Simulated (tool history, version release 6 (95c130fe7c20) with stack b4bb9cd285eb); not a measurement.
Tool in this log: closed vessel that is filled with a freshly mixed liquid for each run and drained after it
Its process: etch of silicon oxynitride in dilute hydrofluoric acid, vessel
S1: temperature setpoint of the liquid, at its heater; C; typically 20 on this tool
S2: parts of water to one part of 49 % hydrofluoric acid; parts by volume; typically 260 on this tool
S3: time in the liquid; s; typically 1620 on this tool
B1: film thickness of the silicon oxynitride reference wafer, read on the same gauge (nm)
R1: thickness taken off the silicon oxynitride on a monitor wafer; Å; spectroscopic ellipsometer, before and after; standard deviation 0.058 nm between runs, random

{"run": 1, "hour": 0.0, "S1": 20, "S2": 260, "S3": 1620, "B1": 59.99, "R1": 75.5}
{"run": 2, "hour": 13.4, "S1": 20, "S2": 260, "S3": 1620, "B1": 60.01, "R1": 76.3}
{"hour": 23.1, "done": "gauge calibrated"}
{"run": 3, "hour": 30.0, "S1": 20, "S2": 260, "S3": 1620, "B1": 60, "R1": 74.8}
{"run": 4, "hour": 37.4, "S1": 20, "S2": 260, "S3": 1820, "B1": 60, "R1": 84.9}
{"run": 5, "hour": 45.7, "S1": 20, "S2": 260, "S3": 1820, "B1": 60, "R1": 83.2}
{"run": 6, "hour": 59.5, "S1": 20, "S2": 260, "S3": 1820, "B1": 60, "R1": 84.6}
{"run": 7, "hour": 75.8, "S1": 20, "S2": 260, "S3": 1620, "B1": 60.01, "R1": 74.7}
{"run": 8, "hour": 90.4, "S1": 20, "S2": 260, "S3": 1620, "B1": 60.02, "R1": 74.6}
{"run": 9, "hour": 106.6, "S1": 20, "S2": 260, "S3": 1620, "B1": 59.99, "R1": 74.7}
{"hour": 115.9, "done": "hydrofluoric acid flow meter replaced"}
{"run": 10, "hour": 117.3, "S1": 20, "S2": 360, "S3": 1620, "B1": 60.02, "R1": 60}
{"run": 11, "hour": 130.0, "S1": 20, "S2": 360, "S3": 1620, "B1": 59.98, "R1": 59.5}
{"run": 12, "hour": 146.8, "S1": 20, "S2": 260, "S3": 1620, "B1": 60, "R1": 88.3}
{"hour": 159.1, "done": "thermometer replaced"}
{"run": 13, "hour": 162.0, "S1": 20, "S2": 345, "S3": 1620, "B1": 60.02, "R1": 62.2}
{"run": 14, "hour": 168.7, "S1": 18.5, "S2": 260, "S3": 1620, "B1": 60, "R1": 81.9}
{"run": 15, "hour": 179.6, "S1": 20, "S2": 260, "S3": 1620, "B1": 60.01, "R1": 87.1}
{"run": 16, "hour": 187.4, "S1": 20, "S2": 260, "S3": 1620, "B1": 59.99, "R1": 86.7}
{"run": 17, "hour": 197.1, "S1": 25, "S2": 320, "S3": 2430, "B1": 59.99, "R1": 125.8}
{"run": 18, "hour": 208.8, "S1": 17, "S2": 180, "S3": 2165, "B1": 60.01, "R1": 153.3}
{"run": 19, "hour": 225.6, "S1": 20, "S2": 145, "S3": 1620, "B1": 60, "R1": 170.5}
{"run": 20, "hour": 235.2, "S1": 20, "S2": 180, "S3": 855, "B1": 60, "R1": 69.5}
{"hour": 235.7, "done": "gauge calibrated"}
{"run": 21, "hour": 253.0, "S1": 20, "S2": 260, "S3": 1620, "B1": 60, "R1": 86.6}
{"run": 22, "hour": 261.8, "S1": 20, "S2": 260, "S3": 1620, "B1": 59.98, "R1": 87.1}
{"run": 23, "hour": 268.7, "S1": 20, "S2": 175, "S3": 795, "B1": 60, "R1": 66.6}
{"run": 24, "hour": 275.3, "S1": 18.5, "S2": 260, "S3": 885, "B1": 59.99, "R1": 44.2}
{"run": 25, "hour": 281.3, "S1": 21.5, "S2": 310, "S3": 2075, "B1": 60.01, "R1": 96.9}
{"run": 26, "hour": 291.7, "S1": 20, "S2": 260, "S3": 1620, "B1": 60, "R1": 86.4}
{"run": 27, "hour": 298.3, "S1": 20, "S2": 165, "S3": 1620, "B1": 59.99, "R1": 144.2}
{"run": 28, "hour": 308.1, "S1": 25, "S2": 260, "S3": 1320, "B1": 60, "R1": 87.3}
{"run": 29, "hour": 323.9, "S1": 20, "S2": 260, "S3": 1620, "B1": 59.98, "R1": 85.7}

4 ways to go on from here, each from the tool as it stands after run 29. What would each give?
{"run": "A", "hour": 325.0, "S1": 20, "S2": 175, "S3": 1620, "B1": "?", "R1": "?"}
{"run": "B", "hour": 325.0, "S1": 17, "S2": 260, "S3": 1970, "B1": "?", "R1": "?"}
{"run": "C", "hour": 325.0, "S1": 23.5, "S2": 260, "S3": 1925, "B1": "?", "R1": "?"}
{"run": "D", "hour": 325.0, "S1": 20, "S2": 260, "S3": 2140, "B1": "?", "R1": "?"}

run=A B1=60.01 R1=135
run=B B1=60.01 R1=91.1
run=C B1=60.01 R1=119.2
run=D B1=60.01 R1=113.5
Had the tool no hidden state, the same runs would have come out as:
run=A R1=137.7
run=B R1=93
run=C R1=121.7
run=D R1=115.9
